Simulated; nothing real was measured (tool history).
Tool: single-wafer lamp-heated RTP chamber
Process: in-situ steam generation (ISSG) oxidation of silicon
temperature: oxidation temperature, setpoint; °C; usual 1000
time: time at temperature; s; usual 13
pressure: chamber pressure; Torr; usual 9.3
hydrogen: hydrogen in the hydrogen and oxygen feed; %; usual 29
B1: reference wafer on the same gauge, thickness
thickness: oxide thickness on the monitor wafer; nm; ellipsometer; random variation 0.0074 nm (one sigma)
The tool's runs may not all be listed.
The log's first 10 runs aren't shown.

run 11 day=15.525 | temperature=1000 time=13 pressure=8.9 hydrogen=25 | B1=5.53 | thickness=4.841
run 12 day=16.25 | temperature=1000 time=13 pressure=8.9 hydrogen=25 | B1=5.528 | thickness=4.844
run 13 day=17.542 | temperature=1000 time=13 pressure=9.3 hydrogen=29 | B1=5.532 | thickness=5.021
run 14 day=18.208 | temperature=1000 time=13 pressure=9.3 hydrogen=29 | B1=5.53 | thickness=5.002
-- day=18.925 hydrogen flow controller replaced
run 15 day=19.683 | temperature=1000 time=13 pressure=8.6 hydrogen=29 | B1=5.529 | thickness=5.081
-- day=20.888 pyrometer window cleaned and pyrometer calibrated
run 16 day=20.908 | temperature=1000 time=13 pressure=8.6 hydrogen=29 | B1=5.53 | thickness=4.982
run 17 day=22.138 | temperature=1000 time=11 pressure=9.3 hydrogen=29 | B1=5.531 | thickness=4.604
run 18 day=23.017 | temperature=1000 time=13 pressure=9.3 hydrogen=29 | B1=5.529 | thickness=4.942
run 19 day=24.508 | temperature=994 time=11 pressure=10.1 hydrogen=24 | B1=5.529 | thickness=4.239

Run 20 comes next. What will it give?
run 20 day=25.642 | temperature=1000 time=10 pressure=9.3 hydrogen=25 | B1=? | thickness=?

{"run 20": {"B1": 5.532, "thickness": 4.269}}
Without the tool's hidden state the same run would have given thickness 4.261 nm.
